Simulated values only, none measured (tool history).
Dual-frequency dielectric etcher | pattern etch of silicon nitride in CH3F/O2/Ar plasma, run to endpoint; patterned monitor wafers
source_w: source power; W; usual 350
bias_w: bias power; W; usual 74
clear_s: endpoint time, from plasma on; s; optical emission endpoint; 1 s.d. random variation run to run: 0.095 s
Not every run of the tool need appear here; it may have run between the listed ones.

run   hour  source_w  bias_w  wafers since the last listed run  hours since the last wet clean  hours since the last source power generator calibration  hours since the last bias power generator calibration  hours since the last upper electrode change  incoming incoming film thickness, nm  clear_s
  1    0.0       350      74                                 0                           313.7                                                   3158.3                                                  830.6                                       4976.4                                 18.70     24.7
  2   24.9       350      74                               268                           338.6                                                   3183.2                                                  855.5                                       5001.3                                 19.07     25.0
  3   40.0       350      74                               163                           353.7                                                   3198.3                                                  870.6                                       5016.4                                 18.88     24.7
  4   63.3       350      74                               251                           377.0                                                   3221.6                                                  893.9                                       5039.7                                 18.87     24.6
      98.4  -- wet clean of the chamber
  5   98.9       350      74                               125                             0.5                                                   3257.2                                                  929.5                                       5075.3                                 18.87     25.8
  6  124.6       400      74                               277                            26.2                                                   3282.9                                                  955.2                                       5101.0                                 18.76     24.3
  7  194.5       400      74                               755                            96.1                                                   3352.8                                                 1025.1                                       5170.9                                 18.93     24.4
  8  212.4       350      74                               193                           114.0                                                   3370.7                                                 1043.0                                       5188.8                                 18.99     25.5
  9  239.7       350      74                               294                           141.3                                                   3398.0                                                 1070.3                                       5216.1                                 18.73     25.1
 10  264.5       350      74                               267                           166.1                                                   3422.8                                                 1095.1                                       5240.9                                 18.71     25.1
     277.4  -- source power generator calibrated
 11  295.0       350      74                               286                           196.6                                                     17.6                                                 1125.6                                       5271.4                                 19.12     25.4
 12  322.5       350      74                               297                           224.1                                                     45.1                                                 1153.1                                       5298.9                                 18.81     24.9
 13  341.2       350      74                               202                           242.8                                                     63.8                                                 1171.8                                       5317.6                                 18.57     24.6
 14  372.9       410      79                               342                           274.5                                                     95.5                                                 1203.5                                       5349.3                                 18.79     23.0
     405.3  -- wet clean of the chamber
 15  405.8       350      74                                96                             0.5                                                    128.4                                                 1236.4                                       5382.2                                 18.67     25.5
 16  433.9       350      74                               303                            28.6                                                    156.5                                                 1264.5                                       5410.3                                 18.73     25.6
 17  446.1       280      86                               131                            40.8                                                    168.7                                                 1276.7                                       5422.5                                 18.71     26.1
 18  463.2       410      74                               184                            57.9                                                    185.8                                                 1293.8                                       5439.6                                 18.84     24.3
 19  488.6       350      74                               274                            83.3                                                    211.2                                                 1319.2                                       5465.0                                 18.73     25.5
     527.2  -- upper electrode replaced
 20  527.7       280      74                               163                           122.4                                                    250.3                                                 1358.3                                          0.5                                 18.71     27.0
 21  537.5       290      74                               105                           132.2                                                    260.1                                                 1368.1                                         10.3                                 18.96     27.1
 22  563.0       350      90                               275                           157.7                                                    285.6                                                 1393.6                                         35.8                                 18.79     23.9
 23  595.9       350      74                               355                           190.6                                                    318.5                                                 1426.5                                         68.7                                 18.79     25.1
 24  620.7       350      74                               267                           215.4                                                    343.3                                                 1451.3                                         93.5                                 19.01     25.2

Predict the results of run 25:
     642.7  -- bias power generator calibrated
 25  723.1       400      74                              1062                           317.8                                                    445.7                                                   80.4                                        195.9                                 19.04        ?

clear_s: 24.2 s
With the hidden condition absent and the run-to-run variation left alone, this run would have shown clear_s 25.2 s.
